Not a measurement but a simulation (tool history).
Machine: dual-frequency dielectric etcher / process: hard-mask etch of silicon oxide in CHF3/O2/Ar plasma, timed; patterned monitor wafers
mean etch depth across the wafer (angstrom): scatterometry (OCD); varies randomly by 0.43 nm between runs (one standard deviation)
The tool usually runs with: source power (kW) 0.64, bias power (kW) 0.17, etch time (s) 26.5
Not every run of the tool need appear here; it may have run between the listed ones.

| run | hour | source power (kW) | bias power (kW) | etch time (s) | wafers since the last listed run | hours since the last wet clean | hours since the last source power generator calibration | hours since the last bias power generator calibration | hours since the last upper electrode change | hours since the gauge calibration | read-back reference wafer on the same gauge, depth_nm | mean etch depth across the wafer (angstrom) |
|---|---|---|---|---|---|---|---|---|---|---|---|---|
| 1 | 0 | 0.64 | 0.183 | 26.5 | 0 | 331.3 | 2991.4 | 2611.6 | 4530.5 | 129.8 | 62.2 | 615 |
| 2 | 26.3 | 0.64 | 0.139 | 22 | 314 | 357.6 | 3017.7 | 2637.9 | 4556.8 | 156.1 | 62.3 | 479 |
| 3 | 42.3 | 0.64 | 0.139 | 22 | 191 | 373.6 | 3033.7 | 2653.9 | 4572.8 | 172.1 | 62.3 | 480 |
| 4 | 129.8 | 0.64 | 0.139 | 22 | 1045 | 461.1 | 3121.2 | 2741.4 | 4660.3 | 259.6 | 62.4 | 470 |
| 5 | 163 | 0.64 | 0.17 | 26.5 | 396 | 494.3 | 3154.4 | 2774.6 | 4693.5 | 292.8 | 62.5 | 601 |
|  | 168.9 | source power generator calibrated |
|  | 190.2 | upper electrode replaced |
| 6 | 192.3 | 0.57 | 0.17 | 29 | 48 | 523.6 | 23.4 | 2803.9 | 2.1 | 322.1 | 62.2 | 624 |
| 7 | 212.5 | 0.64 | 0.17 | 30 | 241 | 543.8 | 43.6 | 2824.1 | 22.3 | 342.3 | 62.3 | 677 |
| 8 | 244.4 | 0.64 | 0.17 | 26.5 | 381 | 575.7 | 75.5 | 2856 | 54.2 | 374.2 | 62.4 | 597 |
|  | 271.8 | wet clean of the chamber |
| 9 | 275.9 | 0.64 | 0.206 | 32.5 | 89 | 4.1 | 107 | 2887.5 | 85.7 | 405.7 | 62.4 | 810 |
|  | 295.6 | bias power generator calibrated |
| 10 | 340.8 | 0.64 | 0.192 | 26.5 | 727 | 69 | 171.9 | 45.2 | 150.6 | 470.6 | 62.2 | 640 |
|  | 353.1 | gauge calibrated |
| 11 | 360.7 | 0.64 | 0.129 | 26.5 | 237 | 88.9 | 191.8 | 65.1 | 170.5 | 7.6 | 62.3 | 574 |
| 12 | 408.3 | 0.64 | 0.17 | 26.5 | 568 | 136.5 | 239.4 | 112.7 | 218.1 | 55.2 | 62.3 | 617 |
| 13 | 429.1 | 0.7 | 0.17 | 22 | 248 | 157.3 | 260.2 | 133.5 | 238.9 | 76 | 62.3 | 522 |
| 14 | 448.9 | 0.8 | 0.141 | 32.5 | 236 | 177.1 | 280 | 153.3 | 258.7 | 95.8 | 62.3 | 778 |

Each row is a separate what-if for the run after 14, all from the same tool condition, not one after another. Results?
| A | 449.3 | 0.64 | 0.17 | 26.5 | 4 | 177.5 | 280.4 | 153.7 | 259.1 | 96.2 | ? | ? |
| B | 449.3 | 0.57 | 0.15 | 21 | 4 | 177.5 | 280.4 | 153.7 | 259.1 | 96.2 | ? | ? |
| C | 449.3 | 0.54 | 0.17 | 26.5 | 4 | 177.5 | 280.4 | 153.7 | 259.1 | 96.2 | ? | ? |
| D | 449.3 | 0.48 | 0.132 | 31 | 4 | 177.5 | 280.4 | 153.7 | 259.1 | 96.2 | ? | ? |

| run | read-back reference wafer on the same gauge, depth_nm | mean etch depth across the wafer (angstrom) |
|---|---|---|
| A | 62.3 | 609 |
| B | 62.3 | 449 |
| C | 62.3 | 576 |
| D | 62.3 | 605 |
What these runs would have given with no unlogged condition in the tool:
| run | mean etch depth across the wafer (angstrom) |
|---|---|
| A | 620 |
| B | 457 |
| C | 586 |
| D | 616 |

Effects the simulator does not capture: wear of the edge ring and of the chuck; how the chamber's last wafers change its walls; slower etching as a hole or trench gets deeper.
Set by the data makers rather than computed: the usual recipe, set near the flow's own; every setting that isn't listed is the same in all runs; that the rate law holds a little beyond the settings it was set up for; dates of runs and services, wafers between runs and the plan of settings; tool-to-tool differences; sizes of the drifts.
